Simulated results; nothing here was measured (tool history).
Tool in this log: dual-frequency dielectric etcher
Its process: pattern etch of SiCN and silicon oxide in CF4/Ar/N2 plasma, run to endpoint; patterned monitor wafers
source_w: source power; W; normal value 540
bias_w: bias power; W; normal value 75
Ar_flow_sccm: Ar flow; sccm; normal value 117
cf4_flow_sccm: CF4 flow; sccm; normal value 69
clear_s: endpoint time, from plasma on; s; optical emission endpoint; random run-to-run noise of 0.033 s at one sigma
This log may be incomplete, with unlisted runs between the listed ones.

run	day	source_w	bias_w	Ar_flow_sccm	cf4_flow_sccm	incoming incoming film thickness, nm	clear_s
1	0	540	75	140	69	10.38	10.7
# day 2.533: upper electrode replaced
2	3.229	540	75	117	69	10.48	10.4
# day 5.112: bias power generator calibrated
3	6.475	540	75	117	69	10.41	10.4
# day 8.867: wet clean of the chamber
4	8.888	540	75	117	69	10.4	10.3
5	10.412	540	75	117	69	10.43	10.3
6	12.196	540	90	117	69	10.4	9.6
7	14.858	540	90	117	69	10.44	9.6
# day 17.592: CF4 flow controller replaced
8	17.612	540	75	108	77	10.4	10
9	21.567	650	57	125	55	10.44	10
10	24.517	540	58	103	85	10.45	10.9
# day 26.792: Ar flow controller replaced
11	26.812	580	87	117	69	10.27	8.9
# day 30.054: wet clean of the chamber
# day 30.879: source power generator calibrated
12	30.9	540	90	117	69	10.44	9.6
13	34.771	540	61	117	69	10.52	11.3
14	36.767	540	75	117	55	10.39	10.6
15	39.608	540	75	117	69	10.38	10.3
16	41.246	420	75	126	82	10.4	13.3
17	45.446	540	81	117	78	10.36	9.9
18	47.808	540	75	117	69	10.35	10.3
19	49.479	540	75	117	69	10.46	10.3
# day 51.033: wet clean of the chamber
20	51.196	540	75	117	69	10.42	10.3
21	54.683	540	75	117	54	10.34	10.6
22	59.071	540	92	103	69	10.31	9.2
23	63.379	410	75	117	78	10.42	13.6

Alternative continuations, all from the tool just after run 23; predict every row:
A	63.396	540	84	117	69	10.41	?
B	63.396	480	75	117	69	10.41	?
C	63.396	540	75	145	69	10.41	?
D	63.396	620	75	117	79	10.41	?
E	63.396	640	84	131	59	10.41	?

run	clear_s
A	9.9
B	11.7
C	10.9
D	8.9
E	8.7
With no hidden state in the tool, these same runs would have given:
run	clear_s
A	9.9
B	11.7
C	10.9
D	8.9
E	8.7
